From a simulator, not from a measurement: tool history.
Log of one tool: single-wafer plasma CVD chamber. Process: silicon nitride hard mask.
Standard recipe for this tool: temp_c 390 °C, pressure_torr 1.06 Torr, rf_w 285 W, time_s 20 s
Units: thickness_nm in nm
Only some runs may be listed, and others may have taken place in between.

| run | hour | temp_c | pressure_torr | rf_w | time_s | read-back reference wafer on the same gauge, thickness_nm | thickness_nm |
|---|---|---|---|---|---|---|---|
| 1 | 0 | 402 | 1.06 | 325 | 20 | 25.919 | 22.642 |
| 2 | 86.9 | 402 | 1.06 | 325 | 20 | 25.889 | 22.564 |
| 3 | 169.6 | 390 | 1.06 | 285 | 20 | 25.85 | 21.594 |
| 4 | 224.7 | 390 | 1.06 | 285 | 20 | 25.845 | 21.511 |
| 5 | 542.7 | 379 | 1.06 | 285 | 17.7 | 25.826 | 18.798 |
| 6 | 621.4 | 379 | 1.06 | 285 | 17.7 | 25.86 | 19.125 |
| 7 | 710.5 | 379 | 1.06 | 285 | 17.7 | 25.913 | 19.386 |
| 8 | 797.7 | 390 | 1.06 | 285 | 20 | 25.896 | 21.82 |
| 9 | 852 | 390 | 1.06 | 285 | 20 | 25.895 | 21.549 |
| 10 | 893.7 | 390 | 1.06 | 285 | 20 | 25.953 | 21.586 |
| 11 | 959.5 | 390 | 1.06 | 285 | 20 | 25.916 | 21.702 |
| 12 | 1025.3 | 390 | 1.19 | 285 | 20 | 25.933 | 22.512 |
| 13 | 1113.9 | 390 | 1.06 | 285 | 20 | 25.887 | 21.296 |
| 14 | 1173.6 | 390 | 1.06 | 340 | 17 | 25.831 | 19.673 |
| 15 | 1236 | 390 | 1.06 | 245 | 20 | 25.935 | 19.921 |
| 16 | 1306.9 | 390 | 1.06 | 310 | 22.7 | 25.879 | 24.956 |
| 17 | 1386 | 390 | 1.19 | 340 | 20 | 25.866 | 24.131 |
| 18 | 1472.1 | 384 | 1.06 | 335 | 20 | 25.94 | 22.946 |
| 19 | 1542.2 | 402 | 1.06 | 325 | 20 | 25.923 | 22.556 |
| 20 | 1610 | 398 | 1.26 | 240 | 22.7 | 25.923 | 24.06 |
| 21 | 1674.2 | 390 | 1.06 | 260 | 20 | 25.905 | 20.463 |
| 22 | 1746.3 | 390 | 0.86 | 315 | 20 | 25.921 | 20.209 |
| 23 | 1793.7 | 402 | 1.06 | 285 | 20 | 25.938 | 20.946 |
| 24 | 1850.9 | 400 | 1.29 | 285 | 20 | 25.825 | 22.739 |
| 25 | 1887.3 | 403 | 0.87 | 285 | 20 | 25.883 | 19.387 |

Put back what was entered between runs (6 entries, withheld): which listed runs does each sit between, and how does the hidden state differ from the listed run before to the listed run after?
After run 2, before run 3: thermocouple changed; heater temperature recalibrated (hour 169.1)
  true pressure above the setpoint (%): -7.06 -> -7.2
  measured value less the no-hidden-state value, thickness_nm: -0.671 -> -0.656 nm
After run 6, before run 7: showerhead replaced (hour 664.7); RF generator calibrated (hour 703.4); capacitance manometer re-zeroed and calibrated (hour 703.5)
  true pressure above the setpoint (%): -7.72 -> -1.87
  measured value less the no-hidden-state value, thickness_nm: -0.626 -> -0.147 nm
After run 10, before run 11: gauge calibrated (hour 933.6)
  true pressure above the setpoint (%): -4.13 -> -4.79
  measured value less the no-hidden-state value, thickness_nm: -0.367 -> -0.429 nm
After run 14, before run 15: thermocouple changed; heater temperature recalibrated (hour 1182.6)
  true pressure above the setpoint (%): -6.46 -> -6.84
  measured value less the no-hidden-state value, thickness_nm: -0.532 -> -0.573 nm
